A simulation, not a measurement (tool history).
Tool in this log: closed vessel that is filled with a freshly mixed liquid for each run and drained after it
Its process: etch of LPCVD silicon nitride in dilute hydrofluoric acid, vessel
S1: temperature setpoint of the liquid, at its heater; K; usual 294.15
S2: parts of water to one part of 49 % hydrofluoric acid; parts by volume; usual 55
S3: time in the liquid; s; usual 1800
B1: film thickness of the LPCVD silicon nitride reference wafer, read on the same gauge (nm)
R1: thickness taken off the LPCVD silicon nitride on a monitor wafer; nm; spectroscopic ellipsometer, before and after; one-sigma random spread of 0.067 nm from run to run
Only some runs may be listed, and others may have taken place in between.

| run | hour | S1 | S2 | S3 | B1 | R1 |
|---|---|---|---|---|---|---|
| 1 | 0 | 294.15 | 55 | 1800 | 119.96 | 12.64 |
| 2 | 69.5 | 294.15 | 55 | 1800 | 120.05 | 12.72 |
| 3 | 141.2 | 294.15 | 55 | 1800 | 120.07 | 12.56 |
| 4 | 193.4 | 294.15 | 55 | 1800 | 120.02 | 12.56 |
| 5 | 218.2 | 294.15 | 55 | 1490 | 119.96 | 10.35 |
|  | 395.8 | hydrofluoric acid flow meter replaced |
| 6 | 407.5 | 294.15 | 55 | 1490 | 119.98 | 10.45 |
|  | 437.8 | thermometer replaced |
| 7 | 463.1 | 294.15 | 55 | 1800 | 119.93 | 12.79 |
| 8 | 502.3 | 294.15 | 55 | 1800 | 120.01 | 12.75 |
| 9 | 534.7 | 294.15 | 55 | 1800 | 120 | 12.73 |
| 10 | 592.8 | 294.15 | 55 | 1800 | 120.05 | 12.73 |
| 11 | 623.6 | 297.65 | 55 | 1800 | 120.01 | 16.09 |
| 12 | 760.4 | 294.15 | 70 | 2270 | 120.04 | 12.49 |
| 13 | 795.7 | 292.65 | 80 | 1800 | 120.03 | 7.91 |
| 14 | 844.8 | 297.65 | 80 | 1440 | 119.97 | 8.82 |
| 15 | 894.9 | 295.65 | 80 | 2265 | 120.03 | 12.1 |
|  | 922.6 | gauge calibrated |
| 16 | 948.6 | 294.15 | 55 | 1800 | 120.02 | 12.61 |
| 17 | 1018.6 | 294.15 | 25 | 1800 | 120.01 | 26.77 |
|  | 1056.9 | hydrofluoric acid flow meter replaced |
| 18 | 1063.7 | 298.65 | 55 | 2570 | 120.01 | 24.75 |
| 19 | 1135.4 | 294.15 | 55 | 1800 | 120.05 | 12.75 |
| 20 | 1186.2 | 294.15 | 55 | 1800 | 120.04 | 12.7 |
| 21 | 1245.7 | 294.15 | 55 | 1490 | 119.98 | 10.45 |

Branching from run 21: 5 alternative next runs. What would each branch give?
| A | 1246.9 | 294.15 | 55 | 1800 | ? | ? |
| B | 1246.9 | 294.15 | 55 | 2625 | ? | ? |
| C | 1246.9 | 294.15 | 35 | 1800 | ? | ? |
| D | 1246.9 | 295.65 | 55 | 1800 | ? | ? |
| E | 1246.9 | 291.65 | 55 | 815 | ? | ? |

| run | B1 | R1 |
|---|---|---|
| A | 119.96 | 12.76 |
| B | 119.96 | 18.6 |
| C | 119.96 | 19.79 |
| D | 119.96 | 14.13 |
| E | 119.96 | 4.86 |
With the hidden condition removed and each run's random variation left untouched, the same runs would have given:
| run | R1 |
|---|---|
| A | 12.9 |
| B | 18.82 |
| C | 20.02 |
| D | 14.3 |
| E | 4.91 |

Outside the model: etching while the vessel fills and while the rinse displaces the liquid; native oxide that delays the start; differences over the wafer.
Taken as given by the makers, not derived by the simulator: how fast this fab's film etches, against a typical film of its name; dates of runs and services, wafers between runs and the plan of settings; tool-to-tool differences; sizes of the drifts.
